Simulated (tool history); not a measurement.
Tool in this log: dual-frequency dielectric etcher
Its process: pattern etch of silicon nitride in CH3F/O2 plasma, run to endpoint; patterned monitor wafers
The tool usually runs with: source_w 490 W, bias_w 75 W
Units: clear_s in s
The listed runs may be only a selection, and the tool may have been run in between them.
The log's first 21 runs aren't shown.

run	day	source_w	bias_w	incoming incoming film thickness, nm	clear_s
22	15.412	560	75	85	90.4
# day 16.579: wet clean of the chamber, repeated, since the last time left the tool worse
23	16.6	610	62	85.6	86.6
24	16.617	580	92	85	78.1
25	16.767	490	64	85.4	93.2
26	17.512	490	70	86	92.2
27	18.154	560	82	85.5	82
28	18.438	490	75	85.1	90
29	19.029	410	92	85.4	91
30	19.775	380	90	85.9	95.3

3 ways to go on from here, each from the tool as it stands after run 30. What would each give?
A	19.796	590	75	85.6	?
B	19.796	440	83	85.6	?
C	19.796	410	89	85.6	?

run	clear_s
A	82.8
B	91.4
C	92.2
The same runs, with their run-to-run variation unchanged, on a tool lacking any hidden condition would have given:
run	clear_s
A	82.8
B	91.4
C	92.2
